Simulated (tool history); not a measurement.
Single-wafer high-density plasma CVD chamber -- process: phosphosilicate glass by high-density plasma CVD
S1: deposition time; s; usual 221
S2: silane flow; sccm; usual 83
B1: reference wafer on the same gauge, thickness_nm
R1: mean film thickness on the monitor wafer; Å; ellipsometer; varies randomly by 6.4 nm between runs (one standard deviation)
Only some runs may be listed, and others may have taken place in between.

run 1 day=0 | S1=199 S2=83 | B1=1667.618 | R1=17451.67
run 2 day=2.238 | S1=199 S2=83 | B1=1672.276 | R1=17473.47
run 3 day=5.088 | S1=199 S2=83 | B1=1677.889 | R1=17551.37
run 4 day=7.212 | S1=221 S2=83 | B1=1684.452 | R1=19629.85
run 5 day=9.762 | S1=221 S2=83 | B1=1691.506 | R1=19689.58
run 6 day=11.4 | S1=221 S2=83 | B1=1695.387 | R1=19835.76
run 7 day=13.142 | S1=221 S2=83 | B1=1700.948 | R1=19779.08
-- day=13.775 gauge calibrated
run 8 day=15.204 | S1=221 S2=83 | B1=1648.367 | R1=19219.86
run 9 day=16.396 | S1=221 S2=83 | B1=1648.799 | R1=19117.25
run 10 day=19.304 | S1=233 S2=91 | B1=1650.496 | R1=22338.05
-- day=20.092 silane flow controller replaced
run 11 day=21.521 | S1=233 S2=91 | B1=1650.823 | R1=22365.1
run 12 day=22.888 | S1=252 S2=72 | B1=1652.042 | R1=19143.01
run 13 day=25.854 | S1=221 S2=83 | B1=1655.685 | R1=19323.46
run 14 day=28.529 | S1=233 S2=97 | B1=1658.988 | R1=23857.24
run 15 day=31.158 | S1=247 S2=75 | B1=1664.244 | R1=19565.6
run 16 day=32.383 | S1=178 S2=67 | B1=1665.493 | R1=12568.19
run 17 day=33.829 | S1=221 S2=83 | B1=1669.008 | R1=19416.5
run 18 day=35.033 | S1=243 S2=91 | B1=1672.025 | R1=23546.63
run 19 day=37.833 | S1=191 S2=72 | B1=1677.905 | R1=14615.37
run 20 day=39.042 | S1=199 S2=83 | B1=1680.189 | R1=17697.33
run 21 day=40.133 | S1=221 S2=83 | B1=1683.695 | R1=19718.33
-- day=41.017 gauge calibrated
run 22 day=42.379 | S1=221 S2=76 | B1=1649.21 | R1=17662.29
run 23 day=44.371 | S1=256 S2=76 | B1=1649.206 | R1=20296.2

What if the next run were any one of these 5? Each begins from the tool's condition after run 23:
run A day=44.392 | S1=221 S2=88 | B1=? | R1=?
run B day=44.392 | S1=221 S2=68 | B1=? | R1=?
run C day=44.392 | S1=221 S2=73 | B1=? | R1=?
run D day=44.392 | S1=256 S2=70 | B1=? | R1=?
run E day=44.392 | S1=248 S2=97 | B1=? | R1=?

run=A B1=1649.99 R1=20482.7
run=B B1=1649.99 R1=15827.54
run=C B1=1649.99 R1=16991.33
run=D B1=1649.99 R1=18873.41
run=E B1=1649.99 R1=25335.87
The same runs, with their run-to-run variation unchanged, on a tool lacking any hidden condition would have given:
run=A R1=20485.9
run=B R1=15830.01
run=C R1=16993.99
run=D R1=18876.36
run=E R1=25339.82
